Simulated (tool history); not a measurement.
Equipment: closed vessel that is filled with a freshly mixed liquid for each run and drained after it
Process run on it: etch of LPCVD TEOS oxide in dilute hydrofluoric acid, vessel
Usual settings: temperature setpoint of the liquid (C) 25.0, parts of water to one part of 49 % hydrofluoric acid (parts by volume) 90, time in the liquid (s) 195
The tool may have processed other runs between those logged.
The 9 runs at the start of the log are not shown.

run     day  temperature setpoint of the liquid (C)  parts of water to one part of 49 % hydrofluoric acid (parts by volume)  time in the liquid (s)  read-back film thickness of the LPCVD TEOS oxide reference wafer, read on the same gauge (nm)  thickness taken off the LPCVD TEOS oxide on a monitor wafer (Å)
 10  16.433                                    25.0                                                                      90                     195                                                                                          39.96                                                            425.2
     17.025  -- thermometer replaced
 11  18.662                                    25.0                                                                      90                     270                                                                                          39.95                                                            590.2
 12  20.350                                    25.0                                                                      90                     270                                                                                          40.02                                                            588.1
 13  23.075                                    26.5                                                                      90                     105                                                                                          39.94                                                            244.2
 14  24.517                                    22.5                                                                      65                     195                                                                                          39.94                                                            552.4
 15  30.942                                    25.0                                                                      90                     305                                                                                          40.00                                                            674.8
 16  33.146                                    25.0                                                                      90                     195                                                                                          39.98                                                            430.6
     35.154  -- gauge calibrated
     35.767  -- hydrofluoric acid flow meter replaced
 17  36.042                                    20.5                                                                     105                      90                                                                                          39.97                                                            127.9
 18  38.329                                    28.5                                                                      75                     195                                                                                          40.01                                                            566.5
 19  39.379                                    28.5                                                                      60                     230                                                                                          39.98                                                            855.3
 20  47.983                                    25.0                                                                      70                     195                                                                                          40.00                                                            529.6
     49.583  -- thermometer replaced
 21  55.983                                    21.0                                                                     120                     195                                                                                          40.00                                                            251.9
 22  57.129                                    25.0                                                                      50                     300                                                                                          39.99                                                           1178.0
 23  59.012                                    28.0                                                                      90                     140                                                                                          39.96                                                            329.0
 24  61.104                                    25.0                                                                      90                     195                                                                                          40.01                                                            410.4
 25  62.529                                    25.0                                                                      90                     150                                                                                          40.01                                                            315.8
 26  65.108                                    25.0                                                                      90                     195                                                                                          40.01                                                            408.7
 27  66.233                                    25.0                                                                      90                     195                                                                                          40.00                                                            408.2
 28  69.042                                    25.0                                                                      90                     195                                                                                          39.99                                                            407.2
 29  70.329                                    28.5                                                                      90                     195                                                                                          39.99                                                            467.1
 30  72.725                                    23.5                                                                      90                     195                                                                                          40.04                                                            388.0
 31  74.046                                    23.5                                                                      90                     230                                                                                          39.94                                                            459.3
 32  75.146                                    28.0                                                                     120                      90                                                                                          39.97                                                            154.5
 33  77.038                                    23.0                                                                     115                      95                                                                                          40.00                                                            140.8

Predict each of these 4 candidate next runs independently; none follows another, all start after run 33:
  A  77.067                                    25.0                                                                      90                     230                                                                                              ?                                                                ?
  B  77.067                                    23.5                                                                      65                     195                                                                                              ?                                                                ?
  C  77.067                                    28.5                                                                      90                     135                                                                                              ?                                                                ?
  D  77.067                                    22.5                                                                      60                     195                                                                                              ?                                                                ?

run  read-back film thickness of the LPCVD TEOS oxide reference wafer, read on the same gauge (nm)  thickness taken off the LPCVD TEOS oxide on a monitor wafer (Å)
  A                                                                                          39.96                                                            480.5
  B                                                                                          39.96                                                            547.8
  C                                                                                          39.96                                                            323.3
  D                                                                                          39.96                                                            573.0
Take away the tool's hidden state, keep each run's random variation, and the runs would have read:
run  thickness taken off the LPCVD TEOS oxide on a monitor wafer (Å)
  A                                                            462.9
  B                                                            528.2
  C                                                            311.4
  D                                                            552.7

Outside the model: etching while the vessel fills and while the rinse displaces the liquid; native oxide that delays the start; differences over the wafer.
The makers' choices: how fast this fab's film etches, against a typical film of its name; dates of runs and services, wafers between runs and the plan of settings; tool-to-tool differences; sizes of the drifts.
